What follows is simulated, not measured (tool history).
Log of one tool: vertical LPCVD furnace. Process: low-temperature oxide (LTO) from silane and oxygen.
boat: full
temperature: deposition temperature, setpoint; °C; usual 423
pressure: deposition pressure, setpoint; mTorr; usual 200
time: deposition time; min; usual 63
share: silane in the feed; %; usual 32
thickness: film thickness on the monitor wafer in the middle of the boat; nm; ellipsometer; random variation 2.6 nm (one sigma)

| run | day | temperature | pressure | time | share | wafers since the last listed run | hours since the last temperature calibration | hours since the pressure gauge was zeroed | hours since the silane flow controller was replaced | hours since the gauge calibration | read-back reference wafer on the same gauge, thickness | thickness |
|---|---|---|---|---|---|---|---|---|---|---|---|---|
| 1 | 0 | 423 | 200 | 63 | 32 | 0 | 850.9 | 2133 | 170.8 | 3221.5 | 491.88 | 440.44 |
| 2 | 1.712 | 423 | 200 | 63 | 32 | 533 | 892 | 2174.1 | 211.9 | 3262.6 | 494.07 | 439.32 |
| 3 | 5.496 | 423 | 200 | 63 | 32 | 1179 | 982.8 | 2264.9 | 302.7 | 3353.4 | 492.62 | 435.85 |
| 4 | 8.967 | 423 | 200 | 63 | 32 | 1081 | 1066.1 | 2348.2 | 386 | 3436.7 | 492.49 | 437.63 |
|  | 10.938 | pressure gauge zeroed |
| 5 | 13.45 | 423 | 200 | 53.5 | 36 | 1085 | 1173.7 | 60.3 | 493.6 | 3544.3 | 492.94 | 450.83 |
|  | 13.892 | gauge calibrated |
| 6 | 18.021 | 423 | 200 | 53.5 | 36 | 1424 | 1283.4 | 170 | 603.3 | 99.1 | 492.91 | 455.81 |
| 7 | 20.883 | 423 | 200 | 63 | 32 | 892 | 1352.1 | 238.7 | 672 | 167.8 | 493.37 | 453.59 |
| 8 | 22.562 | 423 | 235 | 63 | 36 | 523 | 1392.4 | 279 | 712.3 | 208.1 | 493.02 | 629.53 |
| 9 | 26.429 | 423 | 200 | 83 | 32 | 1205 | 1485.2 | 371.8 | 805.1 | 300.9 | 492.43 | 598.19 |
| 10 | 28.308 | 423 | 155 | 63 | 32 | 585 | 1530.3 | 416.9 | 850.2 | 346 | 492.31 | 351.49 |
| 11 | 32.646 | 423 | 200 | 63 | 32 | 1351 | 1634.4 | 521 | 954.3 | 450.1 | 492.77 | 455.19 |
|  | 35.017 | thermocouples replaced and temperature profile calibrated |
| 12 | 35.812 | 433 | 215 | 88 | 38 | 675 | 19.1 | 597 | 1030.3 | 526.1 | 493.56 | 927.79 |
| 13 | 40.608 | 423 | 200 | 63 | 28 | 1494 | 134.2 | 712.1 | 1145.4 | 641.2 | 494.26 | 373.73 |
| 14 | 42.838 | 418 | 225 | 86 | 27 | 694 | 187.7 | 765.6 | 1198.9 | 694.7 | 492.94 | 511.11 |
| 15 | 44.617 | 423 | 155 | 63 | 32 | 554 | 230.4 | 808.3 | 1241.6 | 737.4 | 493.61 | 344.04 |
| 16 | 48.258 | 423 | 200 | 63 | 32 | 1134 | 317.8 | 895.7 | 1329 | 824.8 | 493.39 | 446.03 |
| 17 | 50.133 | 434 | 220 | 63 | 32 | 584 | 362.8 | 940.7 | 1374 | 869.8 | 492.87 | 556.05 |
| 18 | 52.129 | 423 | 200 | 76 | 32 | 622 | 410.7 | 988.6 | 1421.9 | 917.7 | 493.07 | 541.41 |
| 19 | 55.442 | 423 | 200 | 47.5 | 27 | 1032 | 490.2 | 1068.1 | 1501.4 | 997.2 | 494.33 | 267.59 |
| 20 | 58.588 | 423 | 235 | 63 | 32 | 980 | 565.7 | 1143.6 | 1576.9 | 1072.7 | 491.57 | 520.23 |
| 21 | 62.467 | 423 | 230 | 63 | 32 | 1209 | 658.8 | 1236.7 | 1670 | 1165.8 | 491.39 | 513.01 |
| 22 | 66.25 | 428 | 200 | 63 | 32 | 1179 | 749.6 | 1327.5 | 1760.8 | 1256.6 | 493.22 | 470.68 |
| 23 | 70.575 | 420 | 200 | 46 | 30 | 1347 | 853.4 | 1431.3 | 1864.6 | 1360.4 | 491.78 | 284.02 |
| 24 | 72.212 | 423 | 200 | 63 | 32 | 510 | 892.7 | 1470.6 | 1903.9 | 1399.7 | 492.51 | 440.5 |
| 25 | 75.325 | 423 | 200 | 63 | 32 | 970 | 967.4 | 1545.3 | 1978.6 | 1474.4 | 494.12 | 441.61 |
| 26 | 78.192 | 434 | 180 | 43 | 28 | 893 | 1036.2 | 1614.1 | 2047.4 | 1543.2 | 493.56 | 252.69 |
| 27 | 81.496 | 423 | 150 | 38.5 | 32 | 1029 | 1115.5 | 1693.4 | 2126.7 | 1622.5 | 493.93 | 197.56 |
| 28 | 84.325 | 423 | 200 | 63 | 32 | 881 | 1183.4 | 1761.3 | 2194.6 | 1690.4 | 493.37 | 443.49 |
| 29 | 86.971 | 423 | 200 | 63 | 32 | 824 | 1246.9 | 1824.8 | 2258.1 | 1753.9 | 492.77 | 442.21 |
| 30 | 90.479 | 423 | 200 | 81 | 32 | 1093 | 1331.1 | 1909 | 2342.3 | 1838.1 | 492.74 | 567.27 |
| 31 | 92.504 | 417 | 200 | 54 | 34 | 631 | 1379.7 | 1957.6 | 2390.9 | 1886.7 | 493 | 382.99 |

What the log doesn't show, run by run:
true tube temperature minus thermocouple reading, K: 0 in every run
deviation of the silane flow from its setpoint, %: 0 in every run
gauge reads high (%): 0 in every run
H1: true pressure minus gauge reading, mTorr
| run | H1 |
|---|---|
| 1 | -10.8 |
| 2 | -10.9 |
| 3 | -10.9 |
| 4 | -11 |
| 5 | -1.17 |
| 6 | -2.34 |
| 7 | -3 |
| 8 | -3.36 |
| 9 | -4.13 |
| 10 | -4.48 |
| 11 | -5.22 |
| 12 | -5.7 |
| 13 | -6.36 |
| 14 | -6.64 |
| 15 | -6.84 |
| 16 | -7.24 |
| 17 | -7.43 |
| 18 | -7.62 |
| 19 | -7.92 |
| 20 | -8.17 |
| 21 | -8.46 |
| 22 | -8.71 |
| 23 | -8.97 |
| 24 | -9.06 |
| 25 | -9.22 |
| 26 | -9.35 |
| 27 | -9.49 |
| 28 | -9.61 |
| 29 | -9.7 |
| 30 | -9.82 |
| 31 | -9.89 |
